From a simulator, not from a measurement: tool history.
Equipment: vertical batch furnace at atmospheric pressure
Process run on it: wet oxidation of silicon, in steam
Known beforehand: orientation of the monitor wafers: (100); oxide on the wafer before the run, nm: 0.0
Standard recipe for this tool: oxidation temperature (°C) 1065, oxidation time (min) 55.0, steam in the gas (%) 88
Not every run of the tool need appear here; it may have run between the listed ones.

| run | hour | oxidation temperature (°C) | oxidation time (min) | steam in the gas (%) | read-back reference wafer on the same gauge, thickness | oxide thickness on the monitor wafer (nm) |
|---|---|---|---|---|---|---|
| 1 | 0.0 | 1065 | 55.0 | 93 | 603.91 | 512.38 |
| 2 | 16.9 | 1065 | 55.0 | 93 | 604.20 | 512.68 |
| 3 | 26.1 | 1065 | 55.0 | 93 | 604.11 | 511.54 |
| 4 | 37.0 | 1065 | 55.0 | 88 | 604.03 | 496.87 |
| 5 | 54.8 | 1065 | 55.0 | 95 | 604.10 | 519.35 |
| 6 | 63.6 | 1065 | 55.0 | 95 | 603.73 | 517.33 |
| 7 | 77.0 | 1065 | 55.0 | 95 | 604.01 | 518.27 |
| 8 | 86.0 | 1075 | 55.0 | 88 | 604.12 | 519.85 |
| 9 | 94.3 | 1065 | 55.0 | 88 | 603.86 | 494.65 |
| 10 | 111.9 | 1065 | 55.0 | 88 | 604.07 | 494.87 |
| 11 | 127.4 | 1065 | 55.0 | 88 | 603.69 | 493.62 |
|  | 131.6 | gauge calibrated |
| 12 | 137.5 | 1065 | 65.5 | 80 | 603.93 | 516.40 |
| 13 | 151.2 | 1065 | 65.5 | 80 | 604.03 | 517.86 |
| 14 | 166.9 | 1065 | 65.5 | 80 | 603.97 | 517.61 |
|  | 194.0 | steam generator serviced |
| 15 | 197.4 | 1065 | 55.0 | 88 | 603.87 | 513.29 |
| 16 | 207.8 | 1065 | 62.5 | 88 | 603.96 | 554.04 |
| 17 | 221.4 | 1047 | 39.0 | 80 | 604.21 | 353.72 |
| 18 | 236.1 | 1042 | 32.0 | 96 | 603.90 | 339.35 |
| 19 | 243.5 | 1065 | 55.0 | 88 | 604.14 | 513.93 |
| 20 | 253.8 | 1065 | 80.0 | 88 | 604.05 | 638.40 |
|  | 279.4 | thermocouples replaced and temperature profile calibrated |
| 21 | 279.9 | 1065 | 80.0 | 88 | 604.08 | 639.61 |
| 22 | 283.9 | 1065 | 55.0 | 79 | 603.91 | 480.92 |
| 23 | 288.0 | 1057 | 62.5 | 97 | 603.96 | 563.64 |
| 24 | 300.3 | 1065 | 65.0 | 88 | 604.18 | 566.51 |
| 25 | 310.3 | 1065 | 55.0 | 88 | 604.06 | 513.23 |
| 26 | 323.7 | 1065 | 55.0 | 88 | 603.97 | 513.21 |
| 27 | 340.3 | 1079 | 44.5 | 77 | 603.72 | 446.88 |
| 28 | 349.6 | 1051 | 47.5 | 97 | 604.18 | 463.24 |
| 29 | 365.1 | 1065 | 55.0 | 88 | 603.89 | 512.35 |
| 30 | 377.4 | 1048 | 55.0 | 88 | 604.11 | 467.58 |

What if the next run were any one of these 4? Each begins from the tool's condition after run 30:
| A | 381.5 | 1065 | 41.5 | 88 | ? | ? |
| B | 381.5 | 1078 | 79.5 | 79 | ? | ? |
| C | 381.5 | 1065 | 76.5 | 88 | ? | ? |
| D | 381.5 | 1065 | 37.5 | 84 | ? | ? |

| run | read-back reference wafer on the same gauge, thickness | oxide thickness on the monitor wafer (nm) |
|---|---|---|
| A | 603.95 | 434.36 |
| B | 603.95 | 636.31 |
| C | 603.95 | 625.03 |
| D | 603.95 | 396.68 |
Take away the tool's hidden state, keep each run's random variation, and the runs would have read:
| run | oxide thickness on the monitor wafer (nm) |
|---|---|
| A | 436.16 |
| B | 638.79 |
| C | 627.51 |
| D | 398.35 |
